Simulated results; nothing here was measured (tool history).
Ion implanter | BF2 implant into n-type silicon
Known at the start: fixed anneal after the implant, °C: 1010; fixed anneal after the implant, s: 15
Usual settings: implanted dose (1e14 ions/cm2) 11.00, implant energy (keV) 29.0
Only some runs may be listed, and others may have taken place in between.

| run | hour | implanted dose (1e14 ions/cm2) | implant energy (keV) | read-back reference wafer on the same gauge, sheet resistance | sheet resistance of the implanted and annealed layer (ohm/square) |
|---|---|---|---|---|---|
| 1 | 0.0 | 11.00 | 29.0 | 130.04 | 151.97 |
| 2 | 12.5 | 11.00 | 29.0 | 130.02 | 151.88 |
| 3 | 21.3 | 11.00 | 29.0 | 130.03 | 151.82 |
| 4 | 36.8 | 11.00 | 29.0 | 130.00 | 152.04 |
| 5 | 49.9 | 11.00 | 29.0 | 129.93 | 151.86 |
| 6 | 62.2 | 12.80 | 35.0 | 129.99 | 132.87 |
| 7 | 68.3 | 11.00 | 29.0 | 130.05 | 151.52 |
| 8 | 76.0 | 11.00 | 29.0 | 129.97 | 152.20 |
| 9 | 93.1 | 11.00 | 29.0 | 130.07 | 151.93 |
|  | 104.9 | Faraday cup replaced and dose calibrated |
| 10 | 105.4 | 12.72 | 33.0 | 129.98 | 136.66 |
| 11 | 109.3 | 13.72 | 19.5 | 130.03 | 172.42 |

Run 12 has not been measured yet. What should we expect?
| 12 | 126.6 | 13.72 | 19.5 | ? | ? |

{"run 12": {"read-back reference wafer on the same gauge, sheet resistance": 129.98, "sheet resistance of the implanted and annealed layer (ohm/square)": 172.51}}
With the hidden condition absent and the run-to-run variation left alone, this run would have shown sheet resistance of the implanted and annealed layer (ohm/square) 172.51.
